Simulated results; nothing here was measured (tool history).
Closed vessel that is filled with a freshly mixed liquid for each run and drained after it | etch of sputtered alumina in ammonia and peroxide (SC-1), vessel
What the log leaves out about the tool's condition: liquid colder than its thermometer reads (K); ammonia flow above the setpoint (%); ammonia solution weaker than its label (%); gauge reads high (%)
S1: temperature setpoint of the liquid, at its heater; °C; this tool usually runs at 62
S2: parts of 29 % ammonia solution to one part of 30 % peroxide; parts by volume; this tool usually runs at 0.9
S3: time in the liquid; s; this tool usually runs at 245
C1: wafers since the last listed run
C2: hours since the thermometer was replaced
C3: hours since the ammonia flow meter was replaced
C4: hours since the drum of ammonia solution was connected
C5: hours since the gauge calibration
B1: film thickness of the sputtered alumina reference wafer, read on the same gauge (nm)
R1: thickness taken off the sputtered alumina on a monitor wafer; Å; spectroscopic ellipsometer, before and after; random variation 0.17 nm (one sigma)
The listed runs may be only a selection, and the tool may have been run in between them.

run,hour,S1,S2,S3,C1,C2,C3,C4,C5,B1,R1
1,0,56,0.9,245,0,1434.3,336.9,437.4,373.2,109.2,169.1
2,13.6,56,0.9,245,1399,1447.9,350.5,451,386.8,109.14,165.6
3,32,62,0.9,245,1893,1466.3,368.9,469.4,405.2,109.08,227.9
4,44.3,62,0.9,245,1265,1478.6,381.2,481.7,417.5,109.03,228.9
5,56.5,62,0.9,245,1255,1490.8,393.4,493.9,429.7,108.97,223.4
6,86.5,62,0.9,245,3086,1520.8,423.4,523.9,459.7,108.85,224.7
7,103.2,62,0.9,245,1718,1537.5,440.1,540.6,476.4,108.74,224.9
8,137.7,62,0.9,245,3549,1572,474.6,575.1,510.9,108.6,227.5
9,172.7,62,0.9,245,3601,1607,509.6,610.1,545.9,108.38,230.1
10,205.6,62,0.9,245,3384,1639.9,542.5,643,578.8,108.2,224.9
11,225.7,54,0.9,245,2068,1660,562.6,663.1,598.9,108.05,149.7
12,251.3,54,0.9,245,2633,1685.6,588.2,688.7,624.5,107.88,147.2
13,269,62,0.9,245,1821,1703.3,605.9,706.4,642.2,107.75,223.1
# hour 283.9: new drum of ammonia solution connected
14,289.1,69.5,0.9,245,1965,1723.4,626,5.2,662.3,107.62,322.4
15,316.1,65.5,0.75,100,2777,1750.4,653,32.2,689.3,107.45,109
16,351.9,54.5,1,315,3683,1786.2,688.8,68,725.1,107.16,194.2
17,383.3,54,0.9,245,3230,1817.6,720.2,99.4,756.5,106.93,147.2
# hour 409.2: ammonia flow meter replaced
# hour 428.7: gauge calibrated
# hour 458.6: thermometer replaced
18,478.4,62,0.9,245,9578,19.8,69.2,194.5,49.7,110.02,228.9
19,514.3,62,0.9,245,3693,55.7,105.1,230.4,85.6,110,229.1

Run 20, settings as shown, results not yet in. Your forecast:
20,547.7,68.5,0.6,245,3436,89.1,138.5,263.8,119,?,?

B1: 109.96
R1: 302.7 Å
With no hidden state in the tool, this same run would have given R1 302.8 Å.
